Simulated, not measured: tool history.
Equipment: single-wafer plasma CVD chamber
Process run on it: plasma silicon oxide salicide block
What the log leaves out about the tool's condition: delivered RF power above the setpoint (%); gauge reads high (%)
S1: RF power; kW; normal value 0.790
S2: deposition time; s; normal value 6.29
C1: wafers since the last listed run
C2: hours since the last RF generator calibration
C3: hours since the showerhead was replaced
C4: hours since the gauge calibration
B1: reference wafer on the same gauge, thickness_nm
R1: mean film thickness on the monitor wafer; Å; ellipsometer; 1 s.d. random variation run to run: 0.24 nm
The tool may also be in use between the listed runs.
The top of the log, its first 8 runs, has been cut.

{"run": 9, "hour": 530.1, "S1": 0.68, "S2": 7.2, "C1": 1012, "C2": 2163.2, "C3": 7179.5, "C4": 839.3, "B1": 77.786, "R1": 752.5}
{"run": 10, "hour": 568.1, "S1": 0.9, "S2": 6.29, "C1": 862, "C2": 2201.2, "C3": 7217.5, "C4": 877.3, "B1": 77.626, "R1": 718.19}
{"run": 11, "hour": 611.2, "S1": 0.9, "S2": 6.29, "C1": 978, "C2": 2244.3, "C3": 7260.6, "C4": 920.4, "B1": 77.673, "R1": 721.16}
{"run": 12, "hour": 700.9, "S1": 0.87, "S2": 5.65, "C1": 2036, "C2": 2334.0, "C3": 7350.3, "C4": 1010.1, "B1": 77.603, "R1": 635.32}
{"run": 13, "hour": 761.1, "S1": 0.79, "S2": 5.77, "C1": 1367, "C2": 2394.2, "C3": 7410.5, "C4": 1070.3, "B1": 77.545, "R1": 629.32}
{"run": 14, "hour": 820.0, "S1": 0.79, "S2": 6.29, "C1": 1337, "C2": 2453.1, "C3": 7469.4, "C4": 1129.2, "B1": 77.604, "R1": 684.52}
{"hour": 1007.3, "done": "showerhead replaced"}
{"hour": 1026.7, "done": "gauge calibrated"}
{"run": 15, "hour": 1108.9, "S1": 0.79, "S2": 6.29, "C1": 6378, "C2": 2742.0, "C3": 101.6, "C4": 82.2, "B1": 78.966, "R1": 699.81}
{"run": 16, "hour": 1213.4, "S1": 0.66, "S2": 5.21, "C1": 2372, "C2": 2846.5, "C3": 206.1, "C4": 186.7, "B1": 78.744, "R1": 542.85}
{"hour": 1238.8, "done": "RF generator calibrated"}
{"run": 17, "hour": 1288.8, "S1": 0.72, "S2": 5.8, "C1": 1530, "C2": 50.0, "C3": 281.5, "C4": 262.1, "B1": 78.584, "R1": 622.03}
{"run": 18, "hour": 1392.2, "S1": 0.655, "S2": 6.85, "C1": 2347, "C2": 153.4, "C3": 384.9, "C4": 365.5, "B1": 78.414, "R1": 710.13}
{"run": 19, "hour": 1446.6, "S1": 0.72, "S2": 5.8, "C1": 1235, "C2": 207.8, "C3": 439.3, "C4": 419.9, "B1": 78.266, "R1": 622.06}
{"run": 20, "hour": 1515.8, "S1": 0.79, "S2": 5.94, "C1": 1571, "C2": 277.0, "C3": 508.5, "C4": 489.1, "B1": 78.233, "R1": 653.25}
{"run": 21, "hour": 1610.0, "S1": 0.79, "S2": 6.29, "C1": 2139, "C2": 371.2, "C3": 602.7, "C4": 583.3, "B1": 78.091, "R1": 694.92}
{"run": 22, "hour": 1651.6, "S1": 0.79, "S2": 6.86, "C1": 944, "C2": 412.8, "C3": 644.3, "C4": 624.9, "B1": 78.032, "R1": 752.05}
{"run": 23, "hour": 1714.0, "S1": 0.73, "S2": 6.29, "C1": 1416, "C2": 475.2, "C3": 706.7, "C4": 687.3, "B1": 78.164, "R1": 673.46}
{"run": 24, "hour": 1788.9, "S1": 0.715, "S2": 6.67, "C1": 1700, "C2": 550.1, "C3": 781.6, "C4": 762.2, "B1": 77.958, "R1": 706.94}
{"run": 25, "hour": 1827.5, "S1": 0.855, "S2": 7.3, "C1": 876, "C2": 588.7, "C3": 820.2, "C4": 800.8, "B1": 78.039, "R1": 821.84}
{"run": 26, "hour": 1895.5, "S1": 0.69, "S2": 7.53, "C1": 1544, "C2": 656.7, "C3": 888.2, "C4": 868.8, "B1": 77.998, "R1": 795.25}
{"run": 27, "hour": 1983.3, "S1": 0.79, "S2": 6.29, "C1": 1993, "C2": 744.5, "C3": 976.0, "C4": 956.6, "B1": 77.854, "R1": 690.14}
{"run": 28, "hour": 2042.3, "S1": 0.79, "S2": 7.46, "C1": 1339, "C2": 803.5, "C3": 1035.0, "C4": 1015.6, "B1": 77.937, "R1": 818.28}
{"run": 29, "hour": 2114.5, "S1": 0.79, "S2": 6.29, "C1": 1639, "C2": 875.7, "C3": 1107.2, "C4": 1087.8, "B1": 77.723, "R1": 689.02}
{"run": 30, "hour": 2181.9, "S1": 0.79, "S2": 7.37, "C1": 1530, "C2": 943.1, "C3": 1174.6, "C4": 1155.2, "B1": 77.734, "R1": 801.64}

Predict each of these 5 candidate next runs independently; none follows another, all start after run 30:
{"run": "A", "hour": 2182.3, "S1": 0.88, "S2": 6.29, "C1": 9, "C2": 943.5, "C3": 1175.0, "C4": 1155.6, "B1": "?", "R1": "?"}
{"run": "B", "hour": 2182.3, "S1": 0.79, "S2": 5.41, "C1": 9, "C2": 943.5, "C3": 1175.0, "C4": 1155.6, "B1": "?", "R1": "?"}
{"run": "C", "hour": 2182.3, "S1": 0.79, "S2": 7.25, "C1": 9, "C2": 943.5, "C3": 1175.0, "C4": 1155.6, "B1": "?", "R1": "?"}
{"run": "D", "hour": 2182.3, "S1": 0.745, "S2": 6.29, "C1": 9, "C2": 943.5, "C3": 1175.0, "C4": 1155.6, "B1": "?", "R1": "?"}
{"run": "E", "hour": 2182.3, "S1": 0.635, "S2": 6.29, "C1": 9, "C2": 943.5, "C3": 1175.0, "C4": 1155.6, "B1": "?", "R1": "?"}

run=A B1=77.811 R1=713.83
run=B B1=77.811 R1=592.71
run=C B1=77.811 R1=794.30
run=D B1=77.811 R1=675.95
run=E B1=77.811 R1=640.95
With the hidden condition removed and each run's random variation left untouched, the same runs would have given:
run=A R1=726.95
run=B R1=603.60
run=C R1=808.89
run=D R1=688.37
run=E R1=652.73
